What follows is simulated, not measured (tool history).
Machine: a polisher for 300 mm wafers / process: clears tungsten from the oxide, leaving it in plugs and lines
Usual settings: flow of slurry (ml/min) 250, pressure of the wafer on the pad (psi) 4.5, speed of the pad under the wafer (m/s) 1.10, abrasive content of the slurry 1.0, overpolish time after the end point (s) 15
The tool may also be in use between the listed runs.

run,day,flow of slurry (ml/min),pressure of the wafer on the pad (psi),speed of the pad under the wafer (m/s),abrasive content of the slurry,overpolish time after the end point (s),"incoming thickness of the incoming film, nm",time until the end point was called (s)
1,0.000,180,4.5,1.10,1.1,15,588.7,103.7
2,2.992,180,4.5,1.10,1.1,15,591.8,109.2
# day 3.275: slurry tank refilled with fresh slurry and peroxide
# day 4.042: worn pad replaced by a new one
# day 4.592: slurry nozzle cleaned
# day 6.217: head pressure recalibrated
# day 8.967: slurry blender recalibrated
3,11.592,250,4.5,1.10,1.0,15,587.2,102.5
4,14.429,250,4.5,1.10,1.0,15,588.1,102.0
# day 14.708: slurry tank refilled with fresh slurry and peroxide
5,16.167,250,4.5,1.10,1.0,13,590.0,91.8
# day 17.008: worn pad replaced by a new one
6,18.517,250,4.5,1.10,1.0,13,585.4,98.5
# day 22.896: slurry blender recalibrated
# day 25.167: slurry nozzle cleaned
7,26.000,250,4.5,1.10,1.0,13,573.0,101.2
# day 26.992: head pressure recalibrated
# day 27.425: slurry tank refilled with fresh slurry and peroxide
8,27.775,250,4.8,1.10,1.2,15,585.1,83.4
9,29.221,250,4.5,1.10,1.0,15,581.8,91.8
# day 29.475: worn pad replaced by a new one
10,30.842,250,4.5,1.10,1.0,15,576.8,96.4
11,32.546,250,4.5,1.10,1.0,15,586.7,99.8
12,33.717,250,4.5,1.10,1.0,15,585.1,103.2
13,36.425,305,6.1,0.92,1.0,9,587.3,89.6
# day 36.567: slurry blender recalibrated
14,38.342,180,4.5,1.10,1.1,15,580.5,103.8
# day 38.496: slurry tank refilled with fresh slurry and peroxide
# day 40.354: worn pad replaced by a new one
15,40.646,220,3.8,1.10,0.8,23,587.5,113.8
16,45.833,250,4.5,1.10,1.0,15,584.0,101.2
# day 46.267: slurry nozzle cleaned
17,47.125,250,4.5,1.38,0.7,15,584.3,90.1
18,49.462,250,4.5,1.10,1.0,15,579.3,99.8
# day 50.554: slurry blender recalibrated
# day 51.921: head pressure recalibrated
# day 52.583: slurry tank refilled with fresh slurry and peroxide
# day 52.842: worn pad replaced by a new one
19,56.125,295,4.5,1.10,1.0,15,577.2,93.5
20,57.833,305,4.5,1.10,1.0,15,577.9,97.4
21,58.988,170,4.5,1.10,1.0,15,581.7,102.0
22,60.033,250,4.5,1.10,1.0,15,580.6,100.9
# day 62.233: slurry blender recalibrated
23,62.254,285,4.5,0.78,1.0,15,586.0,132.8
24,63.571,250,4.5,1.10,0.7,9,577.7,107.9

Forecast each of these 3 alternatives for the next run:
A,63.592,250,4.5,1.10,0.7,15,582.0,?
B,63.592,250,3.1,1.10,1.0,15,582.0,?
C,63.592,250,4.0,1.10,1.0,12,582.0,?

run,time until the end point was called (s)
A,108.6
B,147.6
C,116.1
Without the tool's hidden state the same runs would have given:
run,time until the end point was called (s)
A,91.9
B,124.9
C,98.2
